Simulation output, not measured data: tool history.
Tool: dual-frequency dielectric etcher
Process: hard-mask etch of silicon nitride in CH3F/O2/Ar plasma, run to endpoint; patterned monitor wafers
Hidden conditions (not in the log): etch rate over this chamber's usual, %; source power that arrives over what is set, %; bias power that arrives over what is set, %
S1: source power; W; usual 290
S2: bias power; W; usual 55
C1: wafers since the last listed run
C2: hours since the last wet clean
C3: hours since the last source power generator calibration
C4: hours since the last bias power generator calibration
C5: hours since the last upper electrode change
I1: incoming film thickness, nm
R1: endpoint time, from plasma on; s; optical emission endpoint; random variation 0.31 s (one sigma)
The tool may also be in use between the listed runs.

run 1 day=0.000 | S1=330 S2=63 | C1=0 C2=261.6 C3=2768.7 C4=1612.7 C5=2061.4 | I1=42.94 | R1=73.3
run 2 day=2.817 | S1=330 S2=63 | C1=752 C2=329.2 C3=2836.3 C4=1680.3 C5=2129.0 | I1=42.50 | R1=72.4
run 3 day=5.012 | S1=290 S2=55 | C1=586 C2=381.9 C3=2889.0 C4=1733.0 C5=2181.7 | I1=42.54 | R1=81.3
run 4 day=7.750 | S1=290 S2=55 | C1=731 C2=447.6 C3=2954.7 C4=1798.7 C5=2247.4 | I1=42.32 | R1=80.7
-- day=8.954 wet clean of the chamber
run 5 day=9.950 | S1=290 S2=55 | C1=320 C2=23.9 C3=3007.5 C4=1851.5 C5=2300.2 | I1=42.60 | R1=79.8
run 6 day=11.271 | S1=290 S2=55 | C1=353 C2=55.6 C3=3039.2 C4=1883.2 C5=2331.9 | I1=42.54 | R1=79.4
run 7 day=14.008 | S1=290 S2=55 | C1=731 C2=121.3 C3=3104.9 C4=1948.9 C5=2397.6 | I1=42.53 | R1=79.1
-- day=15.621 wet clean of the chamber, repeated, since the last time left the tool worse
run 8 day=15.642 | S1=330 S2=48 | C1=169 C2=0.5 C3=3144.1 C4=1988.1 C5=2436.8 | I1=42.51 | R1=83.5
run 9 day=17.671 | S1=330 S2=48 | C1=542 C2=49.2 C3=3192.8 C4=2036.8 C5=2485.5 | I1=42.66 | R1=84.4
run 10 day=20.321 | S1=330 S2=48 | C1=708 C2=112.8 C3=3256.4 C4=2100.4 C5=2549.1 | I1=42.69 | R1=83.7
run 11 day=21.404 | S1=320 S2=46 | C1=289 C2=138.8 C3=3282.4 C4=2126.4 C5=2575.1 | I1=42.78 | R1=86.4
run 12 day=22.875 | S1=320 S2=66 | C1=393 C2=174.1 C3=3317.7 C4=2161.7 C5=2610.4 | I1=42.46 | R1=71.0
run 13 day=24.929 | S1=350 S2=63 | C1=549 C2=223.4 C3=3367.0 C4=2211.0 C5=2659.7 | I1=42.43 | R1=71.1
run 14 day=27.542 | S1=250 S2=48 | C1=698 C2=286.1 C3=3429.7 C4=2273.7 C5=2722.4 | I1=42.72 | R1=92.1
-- day=30.317 bias power generator calibrated
-- day=30.700 upper electrode replaced
run 15 day=30.721 | S1=340 S2=42 | C1=702 C2=362.4 C3=3506.0 C4=9.7 C5=0.5 | I1=42.29 | R1=88.4
-- day=31.588 source power generator calibrated
run 16 day=32.438 | S1=250 S2=63 | C1=414 C2=403.6 C3=20.4 C4=50.9 C5=41.7 | I1=42.41 | R1=78.5
run 17 day=33.658 | S1=290 S2=55 | C1=326 C2=432.9 C3=49.7 C4=80.2 C5=71.0 | I1=42.36 | R1=80.1
run 18 day=36.562 | S1=290 S2=55 | C1=776 C2=502.6 C3=119.4 C4=149.9 C5=140.7 | I1=42.70 | R1=80.4
-- day=38.800 wet clean of the chamber
run 19 day=39.100 | S1=290 S2=59 | C1=411 C2=7.2 C3=180.3 C4=210.8 C5=201.6 | I1=42.39 | R1=78.6
run 20 day=40.808 | S1=240 S2=41 | C1=456 C2=48.2 C3=221.3 C4=251.8 C5=242.6 | I1=42.09 | R1=101.2

What was the tool's hidden state at every run in the log?
source power that arrives over what is set, %: 0 on each run
bias power that arrives over what is set, %: 0 on each run
H1: etch rate over this chamber's usual, %
run=1 H1=0.82
run=2 H1=1.06
run=3 H1=1.24
run=4 H1=1.47
run=5 H1=3.29
run=6 H1=3.4
run=7 H1=3.63
run=8 H1=0.245
run=9 H1=0.416
run=10 H1=0.639
run=11 H1=0.73
run=12 H1=0.854
run=13 H1=1.03
run=14 H1=1.25
run=15 H1=1.51
run=16 H1=1.66
run=17 H1=1.76
run=18 H1=2.01
run=19 H1=0.3
run=20 H1=0.444
